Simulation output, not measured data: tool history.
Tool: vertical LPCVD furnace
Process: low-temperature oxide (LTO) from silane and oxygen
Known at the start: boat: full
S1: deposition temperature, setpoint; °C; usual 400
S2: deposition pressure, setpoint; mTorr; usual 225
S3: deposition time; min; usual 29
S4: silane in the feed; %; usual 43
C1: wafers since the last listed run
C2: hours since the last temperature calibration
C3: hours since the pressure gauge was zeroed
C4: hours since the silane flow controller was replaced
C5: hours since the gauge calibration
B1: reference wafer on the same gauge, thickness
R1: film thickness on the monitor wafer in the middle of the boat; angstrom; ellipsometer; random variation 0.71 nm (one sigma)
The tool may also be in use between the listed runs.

run	hour	S1	S2	S3	S4	C1	C2	C3	C4	C5	B1	R1
1	0	400	185	29	43	0	1976.2	4257.6	3134.8	156.2	233.9	2345
2	21.7	400	185	29	43	308	1997.9	4279.3	3156.5	177.9	233.88	2341.7
3	52.5	400	185	29	43	438	2028.7	4310.1	3187.3	208.7	233.92	2351.7
4	71.5	400	225	29	43	270	2047.7	4329.1	3206.3	227.7	233.96	2849.1
5	86.5	400	225	29	43	213	2062.7	4344.1	3221.3	242.7	234.05	2852.9
6	121.4	400	225	29	43	496	2097.6	4379	3256.2	277.6	233.93	2860.3
7	148.4	393	225	29	43	384	2124.6	4406	3283.2	304.6	233.93	2645
8	167.1	400	225	25	43	266	2143.3	4424.7	3301.9	323.3	234	2473.8
9	213.2	400	225	25	43	656	2189.4	4470.8	3348	369.4	233.91	2453.1
10	228	400	210	21	43	210	2204.2	4485.6	3362.8	384.2	233.92	1931.2
11	251.9	400	210	21	43	340	2228.1	4509.5	3386.7	408.1	233.84	1936
12	278.4	400	210	21	43	377	2254.6	4536	3413.2	434.6	233.96	1942.2
13	297.1	400	225	29	49	266	2273.3	4554.7	3431.9	453.3	234.06	3257.9
14	314.6	400	225	29	49	249	2290.8	4572.2	3449.4	470.8	234.05	3274.1
15	346	389	225	34.5	43	447	2322.2	4603.6	3480.8	502.2	233.88	3044.6
16	358.6	391	190	29	46	179	2334.8	4616.2	3493.4	514.8	234.11	2368
17	375.8	400	225	29	43	244	2352	4633.4	3510.6	532	234.06	2873.7
# hour 434.4: thermocouples replaced and temperature profile calibrated
18	475.3	394	225	29	43	1074	40.9	4732.9	3610.1	631.5	234.08	2619.3
19	494.3	400	225	29	43	270	59.9	4751.9	3629.1	650.5	234.01	2800
# hour 518.7: gauge calibrated
# hour 524.2: silane flow controller replaced
20	524.7	400	195	32.5	43	91	90.3	4782.3	0.5	6	233.98	2706.7
# hour 611.2: pressure gauge zeroed
21	611.7	400	240	25.5	43	896	177.3	0.5	87.5	93	233.97	2623.1
22	625.3	400	225	29	43	193	190.9	14.1	101.1	106.6	233.95	2794.8
23	641	400	275	29	43	223	206.6	29.8	116.8	122.3	234.05	3415
24	667.4	395	275	25	43	375	233	56.2	143.2	148.7	234.05	2789.1
25	682.3	408	225	29	46	212	247.9	71.1	158.1	163.6	234.1	3254.7
26	701.2	410	180	34.5	41	269	266.8	90	177	182.5	233.87	2805.5
27	715.7	400	185	29	36	206	281.3	104.5	191.5	197	233.97	1855.7
28	732.5	393	265	29	43	239	298.1	121.3	208.3	213.8	233.94	3046.8
29	766.2	400	225	29	43	479	331.8	155	242	247.5	234.09	2789.5

Hidden state or all else? Some run-to-run changes of R1, split into what the settings, what came in and random variation would give without the hidden state, and what is left for the hidden state (with any gauge scatter that isn't in both results):
The hidden state here: true tube temperature minus thermocouple reading, K; true pressure minus gauge reading, mTorr; deviation of the silane flow from its setpoint, %; gauge reads high (%).
Run 12 -> 13: S2 210 -> 225, S3 21 -> 29, S4 43 -> 49. R1 +1315.7 angstrom: hidden state +41.3, all else +1274.4.
Run 17 -> 18: S1 400 -> 394, thermocouples replaced and temperature profile calibrated. R1 -254.4 angstrom: hidden state -84.6, all else -169.8.
Run 27 -> 28: S1 400 -> 393, S2 185 -> 265, S4 36 -> 43. R1 +1191.1 angstrom: hidden state +10.1, all else +1181.
